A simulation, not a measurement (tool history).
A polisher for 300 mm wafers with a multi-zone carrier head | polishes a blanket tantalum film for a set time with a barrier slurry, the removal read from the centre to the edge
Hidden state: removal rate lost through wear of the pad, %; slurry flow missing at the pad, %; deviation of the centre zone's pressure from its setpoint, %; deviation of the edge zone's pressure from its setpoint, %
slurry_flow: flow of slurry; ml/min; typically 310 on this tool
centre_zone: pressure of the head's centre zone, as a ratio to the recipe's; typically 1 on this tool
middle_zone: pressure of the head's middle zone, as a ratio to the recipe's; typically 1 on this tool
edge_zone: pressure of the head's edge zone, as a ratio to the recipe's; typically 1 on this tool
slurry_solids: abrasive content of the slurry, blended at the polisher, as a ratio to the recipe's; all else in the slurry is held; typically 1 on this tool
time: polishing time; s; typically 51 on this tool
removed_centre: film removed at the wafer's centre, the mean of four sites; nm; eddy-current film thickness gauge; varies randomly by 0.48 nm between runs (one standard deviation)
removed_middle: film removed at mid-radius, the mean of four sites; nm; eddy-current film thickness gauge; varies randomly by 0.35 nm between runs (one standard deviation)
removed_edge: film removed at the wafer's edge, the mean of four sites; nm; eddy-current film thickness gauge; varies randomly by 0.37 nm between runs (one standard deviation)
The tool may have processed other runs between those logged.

run   hour  slurry_flow  centre_zone  middle_zone  edge_zone  slurry_solids  time  wafers since the last listed run  wafers polished on this pad  hours since the slurry nozzle was cleaned  hours since the centre zone pressure was calibrated  hours since the edge zone pressure was calibrated  hours since the carrier head's membrane was replaced  incoming thickness of the incoming film, nm  removed_centre  removed_middle  removed_edge
  1      0          310            1            1          1              1    51                                 0                          633                                      130.9                                                769.9                                              774.9                                                1391.9                                        389.6            42.7            39.1          40.2
  2   14.8          310            1            1          1              1    51                               217                          850                                      145.7                                                784.7                                              789.7                                                1406.7                                        390.2              43              40          39.7
  3   26.7          310            1            1          1              1    51                               175                         1026                                      157.6                                                796.6                                              801.6                                                1418.6                                        388.8            42.7              40          39.6
  4     36          310            1            1          1              1    51                               136                         1162                                      166.9                                                805.9                                              810.9                                                1427.9                                        382.3            42.9            39.6          39.4
  5   46.7          310            1            1          1              1    51                               157                         1320                                      177.6                                                816.6                                              821.6                                                1438.6                                        397.5            42.4            39.1          39.8
      59.7  -- worn pad replaced by a new one
  6   61.1          310         1.11            1       0.89            0.9    51                               152                           20                                        192                                                  831                                                836                                                  1453                                        387.3            44.5            37.5          35.7
  7     76          310            1            1          1              1    51                               219                          239                                      206.9                                                845.9                                              850.9                                                1467.9                                        389.6            42.9            38.6          39.5
  8   87.9          310            1            1       0.91            0.8    51                               175                          414                                      218.8                                                857.8                                              862.8                                                1479.8                                        386.5            38.5            35.6            34
  9  105.4          345            1         1.03          1           1.25    36                               257                          672                                      236.3                                                875.3                                              880.3                                                1497.3                                        393.6            33.4              31          30.7
     109.4  -- slurry nozzle cleaned
 10  121.6          310            1            1       1.09           1.15    51                               223                          896                                       12.2                                                891.5                                              896.5                                                1513.5                                        391.1              48            43.7          45.9
     131.5  -- carrier head's membrane replaced by a new one
 11    132          310         0.95            1          1           1.25    51                                79                          975                                       22.6                                                901.9                                              906.9                                                   0.5                                        388.1            47.2            45.8          43.9
     147.4  -- worn pad replaced by a new one
 12  147.9          310            1            1          1              1    51                               175                            7                                       38.5                                                917.8                                              922.8                                                  16.4                                        384.2            45.3            40.9          40.9
 13  161.7          310            1            1          1              1    51                               203                          210                                       52.3                                                931.6                                              936.6                                                  30.2                                        385.8            44.7            40.8          40.7
     182.7  -- edge zone pressure recalibrated
 14  215.2          310         0.92            1          1              1    51                               757                          968                                      105.8                                                985.1                                               32.5                                                  83.7                                        386.1            40.4              40          39.9
       218  -- centre zone pressure recalibrated
 15  229.4          310            1            1          1              1    51                               179                         1147                                        120                                                 11.4                                               46.7                                                  97.9                                        389.2            39.8            39.6          39.5
       246  -- worn pad replaced by a new one
 16  246.5          245            1            1        0.9            1.3    65                               192                            6                                      137.1                                                 28.5                                               63.8                                                   115                                        389.5              52              53          50.5
 17  258.5          310            1            1          1              1    51                               176                          183                                      149.1                                                 40.5                                               75.8                                                   127                                        391.9            39.2            39.2          40.2
 18  270.4          310            1            1       1.05              1    57                               175                          358                                        161                                                 52.4                                               87.7                                                 138.9                                        387.5              44            44.1          45.4
 19  282.4          310            1            1          1            1.1    51                               176                          534                                        173                                                 64.4                                               99.7                                                 150.9                                        395.5            41.8            40.3          40.7
 20  299.9          310            1            1          1              1    51                               257                          792                                      190.5                                                 81.9                                              117.2                                                 168.4                                        388.3            39.3            39.3          39.4
     330.1  -- slurry nozzle cleaned
 21  332.5          310            1            1          1              1    64                               464                         1257                                        2.4                                                114.5                                              149.8                                                   201                                          388            53.9            53.8          52.2
     336.8  -- worn pad replaced by a new one
 22  347.5          310            1         0.95          1              1    38                               161                          156                                       17.4                                                129.5                                              164.8                                                   216                                        385.3            31.7            30.7            31

3 ways to go on from here, each from the tool as it stands after run 22. What would each give?
  A  347.9          310            1            1          1              1    51                                 5                          162                                       17.8                                                129.9                                              165.2                                                 216.4                                          397               ?               ?             ?
  B  347.9          310         0.96            1          1              1    51                                 5                          162                                       17.8                                                129.9                                              165.2                                                 216.4                                          397               ?               ?             ?
  C  347.9          310            1         0.96       1.03            1.1    51                                 5                          162                                       17.8                                                129.9                                              165.2                                                 216.4                                          397               ?               ?             ?

run  removed_centre  removed_middle  removed_edge
  A            42.8            41.9          41.3
  B            41.4            41.9          41.3
  C            44.3            42.3          43.4
Take away the tool's hidden state, keep each run's random variation, and the runs would have read:
run  removed_centre  removed_middle  removed_edge
  A            41.8            42.4          41.6
  B            40.5            42.4          41.6
  C            43.3            42.8          43.8

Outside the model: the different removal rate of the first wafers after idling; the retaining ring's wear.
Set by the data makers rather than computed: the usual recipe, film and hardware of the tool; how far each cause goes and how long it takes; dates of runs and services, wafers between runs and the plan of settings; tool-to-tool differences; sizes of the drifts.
